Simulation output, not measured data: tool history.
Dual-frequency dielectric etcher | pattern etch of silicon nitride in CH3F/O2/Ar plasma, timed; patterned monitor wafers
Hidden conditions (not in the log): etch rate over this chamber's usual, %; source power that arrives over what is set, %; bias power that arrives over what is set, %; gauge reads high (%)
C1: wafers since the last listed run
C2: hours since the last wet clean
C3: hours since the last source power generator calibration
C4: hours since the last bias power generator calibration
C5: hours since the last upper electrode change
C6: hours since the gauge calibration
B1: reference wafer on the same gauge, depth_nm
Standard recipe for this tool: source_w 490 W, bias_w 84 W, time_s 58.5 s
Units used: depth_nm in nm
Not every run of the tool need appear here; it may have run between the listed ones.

{"run": 1, "hour": 0.0, "source_w": 490, "bias_w": 84, "time_s": 58.5, "C1": 0, "C2": 18.9, "C3": 4568.1, "C4": 12.2, "C5": 0.5, "C6": 1805.9, "B1": 56.26, "depth_nm": 53.4}
{"run": 2, "hour": 116.7, "source_w": 490, "bias_w": 84, "time_s": 58.5, "C1": 1998, "C2": 135.6, "C3": 4684.8, "C4": 128.9, "C5": 117.2, "C6": 1922.6, "B1": 56.23, "depth_nm": 52.91}
{"run": 3, "hour": 190.7, "source_w": 490, "bias_w": 84, "time_s": 58.5, "C1": 1266, "C2": 209.6, "C3": 4758.8, "C4": 202.9, "C5": 191.2, "C6": 1996.6, "B1": 56.12, "depth_nm": 52.98}
{"run": 4, "hour": 257.2, "source_w": 490, "bias_w": 84, "time_s": 58.5, "C1": 1138, "C2": 276.1, "C3": 4825.3, "C4": 269.4, "C5": 257.7, "C6": 2063.1, "B1": 56.19, "depth_nm": 52.98}
{"run": 5, "hour": 333.8, "source_w": 490, "bias_w": 84, "time_s": 58.5, "C1": 1311, "C2": 352.7, "C3": 4901.9, "C4": 346.0, "C5": 334.3, "C6": 2139.7, "B1": 56.28, "depth_nm": 52.71}
{"run": 6, "hour": 404.8, "source_w": 490, "bias_w": 72, "time_s": 48.5, "C1": 1215, "C2": 423.7, "C3": 4972.9, "C4": 417.0, "C5": 405.3, "C6": 2210.7, "B1": 56.2, "depth_nm": 40.72}
{"run": 7, "hour": 510.3, "source_w": 600, "bias_w": 90, "time_s": 69.0, "C1": 1806, "C2": 529.2, "C3": 5078.4, "C4": 522.5, "C5": 510.8, "C6": 2316.2, "B1": 56.2, "depth_nm": 67.99}
{"run": 8, "hour": 605.6, "source_w": 490, "bias_w": 84, "time_s": 58.5, "C1": 1631, "C2": 624.5, "C3": 5173.7, "C4": 617.8, "C5": 606.1, "C6": 2411.5, "B1": 56.14, "depth_nm": 51.72}
{"hour": 645.1, "done": "wet clean of the chamber"}
{"run": 9, "hour": 695.6, "source_w": 520, "bias_w": 67, "time_s": 58.5, "C1": 1129, "C2": 50.5, "C3": 5263.7, "C4": 707.8, "C5": 696.1, "C6": 2501.5, "B1": 56.18, "depth_nm": 49.67}
{"hour": 763.2, "done": "source power generator calibrated"}
{"run": 10, "hour": 798.5, "source_w": 380, "bias_w": 65, "time_s": 51.5, "C1": 1693, "C2": 153.4, "C3": 35.3, "C4": 810.7, "C5": 799.0, "C6": 2604.4, "B1": 56.19, "depth_nm": 38.44}
{"run": 11, "hour": 853.1, "source_w": 370, "bias_w": 92, "time_s": 46.5, "C1": 934, "C2": 208.0, "C3": 89.9, "C4": 865.3, "C5": 853.6, "C6": 2659.0, "B1": 56.15, "depth_nm": 40.49}
{"run": 12, "hour": 893.4, "source_w": 490, "bias_w": 67, "time_s": 58.5, "C1": 689, "C2": 248.3, "C3": 130.2, "C4": 905.6, "C5": 893.9, "C6": 2699.3, "B1": 56.24, "depth_nm": 47.77}
{"run": 13, "hour": 935.9, "source_w": 490, "bias_w": 84, "time_s": 58.5, "C1": 727, "C2": 290.8, "C3": 172.7, "C4": 948.1, "C5": 936.4, "C6": 2741.8, "B1": 56.22, "depth_nm": 52.87}
{"run": 14, "hour": 1035.5, "source_w": 390, "bias_w": 74, "time_s": 63.5, "C1": 1705, "C2": 390.4, "C3": 272.3, "C4": 1047.7, "C5": 1036.0, "C6": 2841.4, "B1": 56.16, "depth_nm": 49.69}
{"run": 15, "hour": 1101.5, "source_w": 570, "bias_w": 77, "time_s": 51.5, "C1": 1129, "C2": 456.4, "C3": 338.3, "C4": 1113.7, "C5": 1102.0, "C6": 2907.4, "B1": 56.18, "depth_nm": 46.58}
{"run": 16, "hour": 1201.5, "source_w": 440, "bias_w": 84, "time_s": 48.0, "C1": 1712, "C2": 556.4, "C3": 438.3, "C4": 1213.7, "C5": 1202.0, "C6": 3007.4, "B1": 56.12, "depth_nm": 41.47}
{"run": 17, "hour": 1278.7, "source_w": 490, "bias_w": 84, "time_s": 58.5, "C1": 1321, "C2": 633.6, "C3": 515.5, "C4": 1290.9, "C5": 1279.2, "C6": 3084.6, "B1": 56.2, "depth_nm": 52.02}
{"hour": 1361.4, "done": "gauge calibrated"}
{"hour": 1369.8, "done": "wet clean of the chamber"}
{"run": 18, "hour": 1370.3, "source_w": 530, "bias_w": 77, "time_s": 46.0, "C1": 1157, "C2": 0.5, "C3": 607.1, "C4": 1382.5, "C5": 1370.8, "C6": 8.9, "B1": 56.26, "depth_nm": 42.56}
{"run": 19, "hour": 1404.5, "source_w": 490, "bias_w": 65, "time_s": 58.5, "C1": 585, "C2": 34.7, "C3": 641.3, "C4": 1416.7, "C5": 1405.0, "C6": 43.1, "B1": 56.18, "depth_nm": 48.72}
{"run": 20, "hour": 1501.0, "source_w": 390, "bias_w": 84, "time_s": 58.5, "C1": 1652, "C2": 131.2, "C3": 737.8, "C4": 1513.2, "C5": 1501.5, "C6": 139.6, "B1": 56.22, "depth_nm": 50.54}

Predict the results of run 21:
{"run": 21, "hour": 1586.2, "source_w": 490, "bias_w": 84, "time_s": 58.5, "C1": 1458, "C2": 216.4, "C3": 823.0, "C4": 1598.4, "C5": 1586.7, "C6": 224.8, "B1": "?", "depth_nm": "?"}

{"run 21": {"B1": 56.21, "depth_nm": 53.61}}
The same run, on a tool lacking any hidden state, would have yielded depth_nm 53.38 nm.
